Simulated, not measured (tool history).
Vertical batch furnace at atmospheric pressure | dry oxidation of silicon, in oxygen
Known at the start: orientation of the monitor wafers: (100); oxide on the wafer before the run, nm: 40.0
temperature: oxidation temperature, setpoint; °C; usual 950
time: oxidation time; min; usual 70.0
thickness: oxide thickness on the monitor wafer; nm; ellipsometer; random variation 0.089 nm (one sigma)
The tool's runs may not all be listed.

run,hour,temperature,time,"read-back reference wafer on the same gauge, thickness",thickness
1,0.0,935,70.0,52.79,56.87
2,44.1,940,79.5,52.81,60.66
3,98.4,940,79.5,52.80,60.40
4,162.8,950,70.0,52.80,60.33
5,189.6,950,70.0,52.80,60.38
6,233.7,950,95.5,52.79,67.66
7,299.2,950,95.5,52.79,67.64
# hour 301.8: gauge calibrated
8,357.4,950,95.5,52.81,68.00
9,426.1,950,70.0,52.80,60.63
10,462.4,950,70.0,52.80,60.41
# hour 513.0: thermocouples replaced and temperature profile calibrated
11,513.5,950,51.5,52.80,54.43
# hour 552.1: boat lift adjusted
12,552.6,927,37.0,52.80,47.24
13,595.4,938,50.5,52.79,51.92
14,642.2,950,70.0,52.81,59.59
15,686.1,950,70.0,52.80,59.66
16,785.4,960,42.0,52.80,53.00
17,844.8,960,85.0,52.79,66.62
18,916.0,950,70.0,52.79,59.56
19,964.2,973,36.0,52.81,52.76
20,1004.2,942,35.5,52.82,48.83

Forecast each of these 3 alternatives for the next run:
A,1009.9,958,70.0,?,?
B,1009.9,973,53.5,?,?
C,1009.9,925,47.0,?,?

run,"read-back reference wafer on the same gauge, thickness",thickness
A,52.80,61.47
B,52.80,59.14
C,52.80,49.08
Without the tool's hidden state the same runs would have given:
run,thickness
A,61.37
B,59.06
C,49.02
